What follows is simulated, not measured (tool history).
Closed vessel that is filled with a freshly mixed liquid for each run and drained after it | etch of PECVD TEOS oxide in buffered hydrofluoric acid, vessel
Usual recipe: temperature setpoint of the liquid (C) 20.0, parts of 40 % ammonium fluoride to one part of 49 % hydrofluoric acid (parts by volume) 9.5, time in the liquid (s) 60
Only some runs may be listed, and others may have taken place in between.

| run | hour | temperature setpoint of the liquid (C) | parts of 40 % ammonium fluoride to one part of 49 % hydrofluoric acid (parts by volume) | time in the liquid (s) | wafers since the last listed run | hours since the thermometer was replaced | hours since the hydrofluoric acid flow meter was replaced | hours since the gauge calibration | read-back film thickness of the PECVD TEOS oxide reference wafer, read on the same gauge (nm) | thickness taken off the PECVD TEOS oxide on a monitor wafer (nm) |
|---|---|---|---|---|---|---|---|---|---|---|
| 1 | 0.0 | 20.0 | 9.5 | 60 | 0 | 273.1 | 432.5 | 1420.1 | 90.01 | 104.07 |
| 2 | 91.1 | 20.0 | 9.5 | 60 | 11545 | 364.2 | 523.6 | 1511.2 | 90.03 | 102.01 |
| 3 | 164.4 | 20.0 | 9.5 | 60 | 9289 | 437.5 | 596.9 | 1584.5 | 89.99 | 103.96 |
| 4 | 230.8 | 20.0 | 7.5 | 80 | 8415 | 503.9 | 663.3 | 1650.9 | 89.99 | 173.19 |
| 5 | 298.9 | 20.0 | 7.5 | 80 | 8630 | 572.0 | 731.4 | 1719.0 | 89.99 | 172.81 |
| 6 | 365.1 | 20.0 | 9.5 | 60 | 8389 | 638.2 | 797.6 | 1785.2 | 90.03 | 102.08 |
| 7 | 411.5 | 20.0 | 9.5 | 60 | 5880 | 684.6 | 844.0 | 1831.6 | 90.01 | 103.07 |
| 8 | 479.0 | 20.0 | 9.5 | 60 | 8554 | 752.1 | 911.5 | 1899.1 | 90.00 | 103.05 |
| 9 | 561.7 | 20.0 | 9.5 | 60 | 10481 | 834.8 | 994.2 | 1981.8 | 89.99 | 101.88 |
|  | 576.8 | gauge calibrated |
| 10 | 641.0 | 20.0 | 12.0 | 60 | 10050 | 914.1 | 1073.5 | 64.2 | 90.00 | 81.80 |
| 11 | 736.5 | 20.0 | 12.0 | 60 | 12103 | 1009.6 | 1169.0 | 159.7 | 90.01 | 81.49 |
| 12 | 832.1 | 20.0 | 9.5 | 60 | 12115 | 1105.2 | 1264.6 | 255.3 | 89.99 | 100.00 |
| 13 | 928.4 | 17.0 | 12.5 | 40 | 12204 | 1201.5 | 1360.9 | 351.6 | 90.00 | 42.88 |
| 14 | 1028.5 | 18.5 | 7.0 | 40 | 12686 | 1301.6 | 1461.0 | 451.7 | 90.00 | 81.50 |
| 15 | 1112.1 | 20.0 | 7.0 | 95 | 10595 | 1385.2 | 1544.6 | 535.3 | 89.99 | 213.87 |
| 16 | 1168.6 | 17.0 | 11.0 | 30 | 7160 | 1441.7 | 1601.1 | 591.8 | 90.00 | 36.21 |
|  | 1232.8 | hydrofluoric acid flow meter replaced |
| 17 | 1249.4 | 20.0 | 7.5 | 40 | 10113 | 1522.5 | 16.6 | 672.6 | 90.00 | 82.04 |
| 18 | 1303.9 | 25.0 | 11.0 | 60 | 6907 | 1577.0 | 71.1 | 727.1 | 90.02 | 113.04 |
|  | 1350.0 | thermometer replaced |
| 19 | 1353.6 | 17.0 | 12.0 | 45 | 6172 | 3.6 | 120.8 | 776.8 | 89.99 | 54.90 |
| 20 | 1396.4 | 17.0 | 6.5 | 60 | 5424 | 46.4 | 163.6 | 819.6 | 89.98 | 129.60 |
| 21 | 1688.9 | 17.0 | 12.0 | 45 | 37070 | 338.9 | 456.1 | 1112.1 | 90.00 | 53.98 |
| 22 | 1732.3 | 20.0 | 9.5 | 60 | 5500 | 382.3 | 499.5 | 1155.5 | 89.97 | 104.50 |
| 23 | 1786.9 | 22.0 | 10.5 | 60 | 6919 | 436.9 | 554.1 | 1210.1 | 89.99 | 106.85 |

What if the next run were any one of these 3? Each begins from the tool's condition after run 23:
| A | 1787.6 | 20.0 | 11.0 | 60 | 88 | 437.6 | 554.8 | 1210.8 | ? | ? |
| B | 1787.6 | 18.5 | 12.5 | 30 | 88 | 437.6 | 554.8 | 1210.8 | ? | ? |
| C | 1787.6 | 20.0 | 9.5 | 45 | 88 | 437.6 | 554.8 | 1210.8 | ? | ? |

| run | read-back film thickness of the PECVD TEOS oxide reference wafer, read on the same gauge (nm) | thickness taken off the PECVD TEOS oxide on a monitor wafer (nm) |
|---|---|---|
| A | 90.00 | 91.56 |
| B | 90.00 | 37.12 |
| C | 90.00 | 77.83 |
Without the tool's unlogged condition, the same runs would have read:
| run | thickness taken off the PECVD TEOS oxide on a monitor wafer (nm) |
|---|---|
| A | 94.01 |
| B | 38.12 |
| C | 79.91 |
